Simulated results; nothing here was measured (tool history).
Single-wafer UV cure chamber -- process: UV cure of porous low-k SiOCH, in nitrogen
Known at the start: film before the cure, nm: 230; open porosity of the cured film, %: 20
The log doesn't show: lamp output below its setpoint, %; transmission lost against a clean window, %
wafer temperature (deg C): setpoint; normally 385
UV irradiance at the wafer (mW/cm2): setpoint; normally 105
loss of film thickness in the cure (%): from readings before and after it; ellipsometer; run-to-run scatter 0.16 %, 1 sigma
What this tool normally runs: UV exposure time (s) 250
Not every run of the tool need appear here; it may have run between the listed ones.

run     day  wafer temperature (deg C)  UV exposure time (s)  UV irradiance at the wafer (mW/cm2)  wafers since the last listed run  hours since the UV bulbs were replaced  wafers since the quartz window was cleaned  loss of film thickness in the cure (%)
  1   0.000                        385                   300                                  105                                 0                                   713.5                                        1965                                  13.267
  2   1.100                        385                   300                                  105                               207                                   739.9                                        2172                                  12.964
      1.688  -- quartz window cleaned
  3   2.662                        385                   300                                  105                               231                                   777.4                                         183                                  12.917
  4   3.942                        385                   250                                  105                               241                                   808.1                                         425                                  12.509
  5   7.325                        385                   250                                  105                               638                                   889.3                                        1063                                  12.023
  6   9.633                        385                   250                                  105                               435                                   944.7                                        1498                                  12.006
     12.279  -- quartz window cleaned
  7  12.300                        396                   250                                   87                               440                                  1008.7                                           3                                  11.351
  8  16.833                        396                   250                                   87                               855                                  1117.5                                         858                                  11.238
  9  18.575                        379                   250                                  131                               328                                  1159.3                                        1187                                  13.011
 10  19.662                        385                   250                                  105                               205                                  1185.4                                        1392                                  11.932
 11  20.979                        379                   340                                   78                               248                                  1217.0                                        1640                                  11.461
     23.267  -- UV bulbs replaced
     23.438  -- quartz window cleaned
 12  23.458                        401                   200                                   66                               372                                     4.6                                           3                                   9.689
 13  25.012                        390                   250                                  122                               293                                    41.9                                         296                                  13.659
 14  26.450                        385                   315                                  105                               271                                    76.4                                         567                                  13.700
 15  28.642                        374                   250                                  105                               413                                   129.0                                         981                                  12.322
 16  31.458                        379                   125                                  105                               531                                   196.6                                        1512                                   9.416
 17  32.871                        385                   250                                  105                               266                                   230.5                                        1778                                  12.530

Branching from run 17: 5 alternative next runs. What would each branch give?
  A  32.892                        385                   250                                  105                                 3                                   231.0                                        1782                                       ?
  B  32.892                        385                   250                                   81                                 3                                   231.0                                        1782                                       ?
  C  32.892                        378                   250                                  105                                 3                                   231.0                                        1782                                       ?
  D  32.892                        385                   155                                  105                                 3                                   231.0                                        1782                                       ?
  E  32.892                        396                   395                                  105                                 3                                   231.0                                        1782                                       ?

run  loss of film thickness in the cure (%)
  A                                  12.428
  B                                  11.225
  C                                  12.295
  D                                  10.239
  E                                  14.840
Take away the tool's hidden state, keep each run's random variation, and the runs would have read:
run  loss of film thickness in the cure (%)
  A                                  12.739
  B                                  11.526
  C                                  12.604
  D                                  10.532
  E                                  15.162
